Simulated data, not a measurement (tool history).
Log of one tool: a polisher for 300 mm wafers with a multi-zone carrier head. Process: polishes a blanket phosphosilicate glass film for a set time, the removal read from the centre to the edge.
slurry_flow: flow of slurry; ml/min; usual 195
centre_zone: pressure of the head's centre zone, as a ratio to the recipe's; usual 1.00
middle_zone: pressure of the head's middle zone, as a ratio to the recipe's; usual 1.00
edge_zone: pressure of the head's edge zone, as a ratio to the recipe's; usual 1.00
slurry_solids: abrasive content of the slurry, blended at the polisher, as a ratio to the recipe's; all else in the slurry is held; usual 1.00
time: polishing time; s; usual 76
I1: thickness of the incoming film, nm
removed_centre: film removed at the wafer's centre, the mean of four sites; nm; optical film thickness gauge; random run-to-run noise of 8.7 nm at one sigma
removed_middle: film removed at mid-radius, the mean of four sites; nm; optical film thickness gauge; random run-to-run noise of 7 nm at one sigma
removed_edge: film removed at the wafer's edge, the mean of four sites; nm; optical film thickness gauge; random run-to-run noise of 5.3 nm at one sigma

{"run": 1, "hour": 0.0, "slurry_flow": 240, "centre_zone": 1.0, "middle_zone": 1.0, "edge_zone": 1.0, "slurry_solids": 1.0, "time": 76, "I1": 2607.4, "removed_centre": 548.3, "removed_middle": 579.9, "removed_edge": 581.1}
{"run": 2, "hour": 24.6, "slurry_flow": 195, "centre_zone": 1.0, "middle_zone": 1.04, "edge_zone": 1.0, "slurry_solids": 1.0, "time": 76, "I1": 2609.7, "removed_centre": 544.6, "removed_middle": 590.8, "removed_edge": 564.3}
{"run": 3, "hour": 52.2, "slurry_flow": 195, "centre_zone": 1.0, "middle_zone": 1.0, "edge_zone": 1.0, "slurry_solids": 1.0, "time": 76, "I1": 2603.1, "removed_centre": 536.9, "removed_middle": 567.6, "removed_edge": 564.3}
{"run": 4, "hour": 83.2, "slurry_flow": 195, "centre_zone": 1.0, "middle_zone": 1.0, "edge_zone": 1.0, "slurry_solids": 0.85, "time": 76, "I1": 2590.6, "removed_centre": 512.0, "removed_middle": 531.2, "removed_edge": 536.6}
{"run": 5, "hour": 99.7, "slurry_flow": 195, "centre_zone": 1.11, "middle_zone": 1.11, "edge_zone": 1.0, "slurry_solids": 1.2, "time": 76, "I1": 2593.1, "removed_centre": 658.8, "removed_middle": 667.0, "removed_edge": 616.9}
{"hour": 105.2, "done": "worn pad replaced by a new one"}
{"hour": 112.3, "done": "slurry nozzle cleaned"}
{"run": 6, "hour": 133.1, "slurry_flow": 195, "centre_zone": 0.94, "middle_zone": 1.0, "edge_zone": 1.0, "slurry_solids": 1.15, "time": 76, "I1": 2576.4, "removed_centre": 532.9, "removed_middle": 610.8, "removed_edge": 609.0}
{"run": 7, "hour": 159.6, "slurry_flow": 195, "centre_zone": 1.0, "middle_zone": 1.0, "edge_zone": 1.0, "slurry_solids": 1.0, "time": 88, "I1": 2538.0, "removed_centre": 634.7, "removed_middle": 656.8, "removed_edge": 661.2}
{"run": 8, "hour": 190.9, "slurry_flow": 195, "centre_zone": 1.0, "middle_zone": 1.08, "edge_zone": 1.04, "slurry_solids": 1.0, "time": 68, "I1": 2571.1, "removed_centre": 476.9, "removed_middle": 551.7, "removed_edge": 520.6}
{"run": 9, "hour": 208.2, "slurry_flow": 195, "centre_zone": 1.05, "middle_zone": 1.0, "edge_zone": 1.0, "slurry_solids": 1.0, "time": 76, "I1": 2621.7, "removed_centre": 576.8, "removed_middle": 570.7, "removed_edge": 579.8}
{"hour": 226.8, "done": "carrier head's membrane replaced by a new one"}
{"run": 10, "hour": 241.3, "slurry_flow": 195, "centre_zone": 1.0, "middle_zone": 1.0, "edge_zone": 1.1, "slurry_solids": 1.0, "time": 76, "I1": 2595.9, "removed_centre": 543.9, "removed_middle": 586.8, "removed_edge": 596.1}
{"run": 11, "hour": 259.4, "slurry_flow": 195, "centre_zone": 0.92, "middle_zone": 1.0, "edge_zone": 1.0, "slurry_solids": 1.15, "time": 76, "I1": 2630.4, "removed_centre": 522.8, "removed_middle": 602.7, "removed_edge": 601.0}
{"hour": 277.0, "done": "edge zone pressure recalibrated"}
{"run": 12, "hour": 285.5, "slurry_flow": 195, "centre_zone": 1.0, "middle_zone": 1.0, "edge_zone": 1.0, "slurry_solids": 1.0, "time": 76, "I1": 2565.4, "removed_centre": 541.2, "removed_middle": 569.3, "removed_edge": 576.5}
{"run": 13, "hour": 315.1, "slurry_flow": 195, "centre_zone": 0.91, "middle_zone": 0.88, "edge_zone": 1.07, "slurry_solids": 1.0, "time": 76, "I1": 2564.2, "removed_centre": 479.5, "removed_middle": 523.0, "removed_edge": 590.8}
{"hour": 330.0, "done": "worn pad replaced by a new one"}
{"run": 14, "hour": 338.2, "slurry_flow": 195, "centre_zone": 1.0, "middle_zone": 1.0, "edge_zone": 1.0, "slurry_solids": 1.15, "time": 76, "I1": 2580.0, "removed_centre": 568.2, "removed_middle": 617.8, "removed_edge": 603.8}
{"run": 15, "hour": 367.0, "slurry_flow": 195, "centre_zone": 1.0, "middle_zone": 1.0, "edge_zone": 1.0, "slurry_solids": 1.0, "time": 76, "I1": 2563.0, "removed_centre": 537.0, "removed_middle": 579.0, "removed_edge": 574.2}
{"run": 16, "hour": 390.3, "slurry_flow": 195, "centre_zone": 1.0, "middle_zone": 0.96, "edge_zone": 1.11, "slurry_solids": 1.0, "time": 91, "I1": 2596.3, "removed_centre": 635.0, "removed_middle": 659.0, "removed_edge": 733.1}
{"run": 17, "hour": 409.2, "slurry_flow": 195, "centre_zone": 1.0, "middle_zone": 0.97, "edge_zone": 1.0, "slurry_solids": 1.0, "time": 76, "I1": 2569.6, "removed_centre": 532.4, "removed_middle": 553.7, "removed_edge": 564.8}
{"hour": 430.9, "done": "centre zone pressure recalibrated"}
{"run": 18, "hour": 436.4, "slurry_flow": 195, "centre_zone": 1.0, "middle_zone": 1.1, "edge_zone": 1.0, "slurry_solids": 0.75, "time": 76, "I1": 2585.3, "removed_centre": 497.9, "removed_middle": 544.1, "removed_edge": 499.2}
{"run": 19, "hour": 473.1, "slurry_flow": 195, "centre_zone": 1.0, "middle_zone": 1.0, "edge_zone": 1.0, "slurry_solids": 1.0, "time": 76, "I1": 2606.3, "removed_centre": 562.6, "removed_middle": 570.6, "removed_edge": 568.5}
{"run": 20, "hour": 492.7, "slurry_flow": 195, "centre_zone": 1.05, "middle_zone": 0.9, "edge_zone": 1.0, "slurry_solids": 0.8, "time": 66, "I1": 2626.5, "removed_centre": 479.1, "removed_middle": 414.7, "removed_edge": 447.7}
{"hour": 518.1, "done": "worn pad replaced by a new one"}
{"run": 21, "hour": 518.6, "slurry_flow": 195, "centre_zone": 1.0, "middle_zone": 1.0, "edge_zone": 1.0, "slurry_solids": 1.0, "time": 76, "I1": 2586.3, "removed_centre": 569.5, "removed_middle": 576.3, "removed_edge": 571.3}

Branching from run 21: 4 alternative next runs. What would each branch give?
{"run": "A", "hour": 519.0, "slurry_flow": 195, "centre_zone": 1.0, "middle_zone": 1.0, "edge_zone": 1.0, "slurry_solids": 1.0, "time": 68, "I1": 2553.3, "removed_centre": "?", "removed_middle": "?", "removed_edge": "?"}
{"run": "B", "hour": 519.0, "slurry_flow": 195, "centre_zone": 1.0, "middle_zone": 1.05, "edge_zone": 1.0, "slurry_solids": 1.0, "time": 76, "I1": 2553.3, "removed_centre": "?", "removed_middle": "?", "removed_edge": "?"}
{"run": "C", "hour": 519.0, "slurry_flow": 195, "centre_zone": 1.0, "middle_zone": 0.94, "edge_zone": 1.1, "slurry_solids": 1.0, "time": 76, "I1": 2553.3, "removed_centre": "?", "removed_middle": "?", "removed_edge": "?"}
{"run": "D", "hour": 519.0, "slurry_flow": 195, "centre_zone": 1.05, "middle_zone": 1.0, "edge_zone": 0.91, "slurry_solids": 1.0, "time": 76, "I1": 2553.3, "removed_centre": "?", "removed_middle": "?", "removed_edge": "?"}

run=A removed_centre=493.2 removed_middle=516.6 removed_edge=510.4
run=B removed_centre=551.5 removed_middle=601.7 removed_edge=570.0
run=C removed_centre=551.0 removed_middle=548.0 removed_edge=598.4
run=D removed_centre=579.1 removed_middle=577.3 removed_edge=545.6
Stripped of hidden state, with their random variation kept, the same runs would have yielded:
run=A removed_centre=511.9 removed_middle=516.5 removed_edge=510.4
run=B removed_centre=572.3 removed_middle=601.6 removed_edge=570.0
run=C removed_centre=571.9 removed_middle=547.9 removed_edge=598.4
run=D removed_centre=600.9 removed_middle=577.2 removed_edge=545.6

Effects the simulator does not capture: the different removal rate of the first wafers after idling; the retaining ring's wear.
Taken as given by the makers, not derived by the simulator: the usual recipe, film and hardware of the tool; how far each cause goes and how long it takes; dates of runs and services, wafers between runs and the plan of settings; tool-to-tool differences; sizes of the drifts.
